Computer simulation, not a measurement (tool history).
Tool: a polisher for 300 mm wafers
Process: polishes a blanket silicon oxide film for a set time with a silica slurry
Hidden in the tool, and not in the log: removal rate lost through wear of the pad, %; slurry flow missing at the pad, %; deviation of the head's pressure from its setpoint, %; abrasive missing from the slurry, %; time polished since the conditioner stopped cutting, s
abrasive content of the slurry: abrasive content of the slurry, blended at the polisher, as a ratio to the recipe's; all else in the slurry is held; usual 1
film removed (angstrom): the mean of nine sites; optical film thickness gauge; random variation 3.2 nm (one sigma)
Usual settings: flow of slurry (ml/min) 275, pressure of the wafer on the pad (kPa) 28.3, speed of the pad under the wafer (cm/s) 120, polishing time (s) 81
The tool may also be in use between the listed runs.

| run | hour | flow of slurry (ml/min) | pressure of the wafer on the pad (kPa) | speed of the pad under the wafer (cm/s) | abrasive content of the slurry | polishing time (s) | wafers since the last listed run | wafers polished on this pad | hours since the slurry nozzle was cleaned | hours since the head pressure was calibrated | hours since the slurry blender was calibrated | hours since the conditioning disc was replaced | incoming thickness of the incoming film, nm | film removed (angstrom) |
|---|---|---|---|---|---|---|---|---|---|---|---|---|---|---|
| 1 | 0 | 275 | 28.3 | 120 | 1 | 81 | 0 | 2321 | 335.8 | 724.6 | 157.7 | 201.5 | 1259.1 | 2266 |
| 2 | 15.5 | 275 | 28.3 | 120 | 1 | 81 | 197 | 2518 | 351.3 | 740.1 | 173.2 | 217 | 1283.1 | 2231 |
|  | 48 | slurry nozzle cleaned |
|  | 70.5 | head pressure recalibrated |
|  | 83.1 | worn pad replaced by a new one |
| 3 | 98.7 | 275 | 28.3 | 120 | 0.85 | 81 | 968 | 198 | 50.7 | 28.2 | 256.4 | 300.2 | 1274 | 2102 |
|  | 107.4 | slurry blender recalibrated |
| 4 | 121.4 | 275 | 28.3 | 120 | 1 | 81 | 263 | 461 | 73.4 | 50.9 | 14 | 322.9 | 1279.6 | 2294 |
| 5 | 150.9 | 275 | 28.3 | 120 | 1 | 54 | 374 | 836 | 102.9 | 80.4 | 43.5 | 352.4 | 1252.7 | 1487 |
| 6 | 180.4 | 275 | 28.3 | 120 | 1 | 81 | 374 | 1211 | 132.4 | 109.9 | 73 | 381.9 | 1291.1 | 2251 |
| 7 | 268.9 | 275 | 28.3 | 120 | 1 | 81 | 1124 | 2336 | 220.9 | 198.4 | 161.5 | 470.4 | 1277.2 | 2251 |
|  | 295.1 | worn pad replaced by a new one |
| 8 | 297.5 | 275 | 28.3 | 120 | 1 | 81 | 312 | 30 | 249.5 | 227 | 190.1 | 499 | 1285.7 | 2286 |
|  | 316.8 | conditioning disc replaced and pad reconditioned |
| 9 | 317.3 | 275 | 28.3 | 120 | 1 | 81 | 226 | 256 | 269.3 | 246.8 | 209.9 | 0.5 | 1262.6 | 2273 |
| 10 | 345.7 | 180 | 21.4 | 82 | 1 | 97 | 360 | 617 | 297.7 | 275.2 | 238.3 | 28.9 | 1265.4 | 1497 |
|  | 348.1 | slurry blender recalibrated |
|  | 360.9 | slurry nozzle cleaned |
| 11 | 368.5 | 190 | 36.5 | 90 | 1 | 69 | 251 | 869 | 7.6 | 298 | 20.4 | 51.7 | 1257.9 | 1892 |
| 12 | 402.3 | 190 | 28.3 | 120 | 1 | 81 | 429 | 1299 | 41.4 | 331.8 | 54.2 | 85.5 | 1270.5 | 2229 |
| 13 | 438 | 275 | 20.7 | 120 | 1 | 103 | 453 | 1753 | 77.1 | 367.5 | 89.9 | 121.2 | 1281.9 | 2137 |
| 14 | 451.8 | 275 | 28.3 | 120 | 1 | 81 | 175 | 1928 | 90.9 | 381.3 | 103.7 | 135 | 1285.5 | 2227 |
| 15 | 481.7 | 275 | 28.3 | 120 | 1 | 81 | 380 | 2308 | 120.8 | 411.2 | 133.6 | 164.9 | 1295.3 | 2252 |
| 16 | 512.6 | 275 | 28.3 | 152 | 1 | 81 | 392 | 2701 | 151.7 | 442.1 | 164.5 | 195.8 | 1268.8 | 2754 |
| 17 | 525.4 | 275 | 21.4 | 138 | 0.9 | 81 | 162 | 2863 | 164.5 | 454.9 | 177.3 | 208.6 | 1271.3 | 1854 |
| 18 | 546.5 | 300 | 28.3 | 120 | 1.3 | 81 | 268 | 3132 | 185.6 | 476 | 198.4 | 229.7 | 1271.8 | 2524 |
|  | 555.3 | worn pad replaced by a new one |
| 19 | 560.8 | 275 | 24.8 | 120 | 1 | 81 | 130 | 69 | 199.9 | 490.3 | 212.7 | 244 | 1273 | 2025 |
| 20 | 591.3 | 275 | 28.3 | 120 | 1.2 | 81 | 387 | 457 | 230.4 | 520.8 | 243.2 | 274.5 | 1251.4 | 2483 |
| 21 | 615.9 | 275 | 28.3 | 120 | 1 | 81 | 312 | 770 | 255 | 545.4 | 267.8 | 299.1 | 1272.5 | 2245 |
|  | 626.9 | slurry blender recalibrated |
| 22 | 644 | 220 | 20.7 | 152 | 1 | 81 | 331 | 1101 | 283.1 | 573.5 | 17.1 | 327.2 | 1261.6 | 1991 |
|  | 665.3 | slurry nozzle cleaned |
| 23 | 674.4 | 275 | 22.1 | 120 | 1 | 81 | 373 | 1475 | 9.1 | 603.9 | 47.5 | 357.6 | 1275.5 | 1741 |
| 24 | 709.5 | 325 | 28.3 | 120 | 1 | 101 | 446 | 1921 | 44.2 | 639 | 82.6 | 392.7 | 1275.1 | 2867 |
| 25 | 738.1 | 275 | 28.3 | 120 | 1 | 81 | 363 | 2285 | 72.8 | 667.6 | 111.2 | 421.3 | 1265.1 | 2242 |
| 26 | 757.9 | 200 | 28.3 | 120 | 1 | 58 | 251 | 2536 | 92.6 | 687.4 | 131 | 441.1 | 1274.7 | 1591 |

4 ways to go on from here, each from the tool as it stands after run 26. What would each give?
| A | 758.4 | 275 | 28.3 | 120 | 1 | 81 | 6 | 2543 | 93.1 | 687.9 | 131.5 | 441.6 | 1261.6 | ? |
| B | 758.4 | 210 | 36.5 | 120 | 1.2 | 81 | 6 | 2543 | 93.1 | 687.9 | 131.5 | 441.6 | 1261.6 | ? |
| C | 758.4 | 215 | 22.1 | 120 | 1 | 67 | 6 | 2543 | 93.1 | 687.9 | 131.5 | 441.6 | 1261.6 | ? |
| D | 758.4 | 275 | 28.3 | 120 | 1.25 | 81 | 6 | 2543 | 93.1 | 687.9 | 131.5 | 441.6 | 1261.6 | ? |

| run | film removed (angstrom) |
|---|---|
| A | 2231 |
| B | 3053 |
| C | 1430 |
| D | 2464 |
Without the tool's hidden state the same runs would have given:
| run | film removed (angstrom) |
|---|---|
| A | 2231 |
| B | 3053 |
| C | 1430 |
| D | 2464 |
